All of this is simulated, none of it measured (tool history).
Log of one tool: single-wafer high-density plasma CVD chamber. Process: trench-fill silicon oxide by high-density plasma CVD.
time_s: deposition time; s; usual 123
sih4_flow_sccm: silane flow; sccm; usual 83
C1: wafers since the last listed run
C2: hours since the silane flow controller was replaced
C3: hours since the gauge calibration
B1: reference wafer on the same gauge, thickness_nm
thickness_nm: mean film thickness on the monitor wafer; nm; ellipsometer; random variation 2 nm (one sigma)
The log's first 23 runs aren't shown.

{"run": 24, "hour": 331.6, "time_s": 123, "sih4_flow_sccm": 71, "C1": 117, "C2": 2945.2, "C3": 170.2, "B1": 859.737, "thickness_nm": 951.347}
{"run": 25, "hour": 343.3, "time_s": 146, "sih4_flow_sccm": 75, "C1": 119, "C2": 2956.9, "C3": 181.9, "B1": 859.614, "thickness_nm": 1182.919}
{"run": 26, "hour": 356.5, "time_s": 109, "sih4_flow_sccm": 83, "C1": 134, "C2": 2970.1, "C3": 195.1, "B1": 859.919, "thickness_nm": 968.568}
{"run": 27, "hour": 370.7, "time_s": 137, "sih4_flow_sccm": 100, "C1": 144, "C2": 2984.3, "C3": 209.3, "B1": 859.93, "thickness_nm": 1442.395}
{"run": 28, "hour": 386.8, "time_s": 112, "sih4_flow_sccm": 83, "C1": 164, "C2": 3000.4, "C3": 225.4, "B1": 860.111, "thickness_nm": 995.792}
{"hour": 400.4, "done": "silane flow controller replaced"}
{"run": 29, "hour": 403.2, "time_s": 113, "sih4_flow_sccm": 100, "C1": 85, "C2": 2.8, "C3": 241.8, "B1": 860.171, "thickness_nm": 1118.1}
{"run": 30, "hour": 416.6, "time_s": 108, "sih4_flow_sccm": 73, "C1": 136, "C2": 16.2, "C3": 255.2, "B1": 859.961, "thickness_nm": 808.042}
{"run": 31, "hour": 432.6, "time_s": 123, "sih4_flow_sccm": 83, "C1": 163, "C2": 32.2, "C3": 271.2, "B1": 860.197, "thickness_nm": 1030.217}
{"run": 32, "hour": 442.0, "time_s": 123, "sih4_flow_sccm": 100, "C1": 95, "C2": 41.6, "C3": 280.6, "B1": 860.098, "thickness_nm": 1217.207}
{"run": 33, "hour": 453.5, "time_s": 147, "sih4_flow_sccm": 70, "C1": 117, "C2": 53.1, "C3": 292.1, "B1": 860.087, "thickness_nm": 1057.622}
{"run": 34, "hour": 465.0, "time_s": 140, "sih4_flow_sccm": 95, "C1": 117, "C2": 64.6, "C3": 303.6, "B1": 859.87, "thickness_nm": 1322.75}
{"run": 35, "hour": 479.9, "time_s": 130, "sih4_flow_sccm": 88, "C1": 152, "C2": 79.5, "C3": 318.5, "B1": 859.935, "thickness_nm": 1145.111}
{"run": 36, "hour": 492.0, "time_s": 134, "sih4_flow_sccm": 90, "C1": 123, "C2": 91.6, "C3": 330.6, "B1": 860.416, "thickness_nm": 1207.329}
{"run": 37, "hour": 502.0, "time_s": 111, "sih4_flow_sccm": 74, "C1": 102, "C2": 101.6, "C3": 340.6, "B1": 860.327, "thickness_nm": 842.604}

Forecast each of these 5 alternatives for the next run:
{"run": "A", "hour": 502.4, "time_s": 123, "sih4_flow_sccm": 91, "C1": 4, "C2": 102, "C3": 341, "B1": "?", "thickness_nm": "?"}
{"run": "B", "hour": 502.4, "time_s": 104, "sih4_flow_sccm": 75, "C1": 4, "C2": 102, "C3": 341, "B1": "?", "thickness_nm": "?"}
{"run": "C", "hour": 502.4, "time_s": 108, "sih4_flow_sccm": 83, "C1": 4, "C2": 102, "C3": 341, "B1": "?", "thickness_nm": "?"}
{"run": "D", "hour": 502.4, "time_s": 147, "sih4_flow_sccm": 89, "C1": 4, "C2": 102, "C3": 341, "B1": "?", "thickness_nm": "?"}
{"run": "E", "hour": 502.4, "time_s": 134, "sih4_flow_sccm": 76, "C1": 4, "C2": 102, "C3": 341, "B1": "?", "thickness_nm": "?"}

run=A B1=860.157 thickness_nm=1118.289
run=B B1=860.157 thickness_nm=796.446
run=C B1=860.157 thickness_nm=904.495
run=D B1=860.157 thickness_nm=1310.148
run=E B1=860.157 thickness_nm=1038.197
Without the tool's hidden state the same runs would have given:
run=A thickness_nm=1113.426
run=B thickness_nm=792.982
run=C thickness_nm=900.562
run=D thickness_nm=1304.451
run=E thickness_nm=1033.682

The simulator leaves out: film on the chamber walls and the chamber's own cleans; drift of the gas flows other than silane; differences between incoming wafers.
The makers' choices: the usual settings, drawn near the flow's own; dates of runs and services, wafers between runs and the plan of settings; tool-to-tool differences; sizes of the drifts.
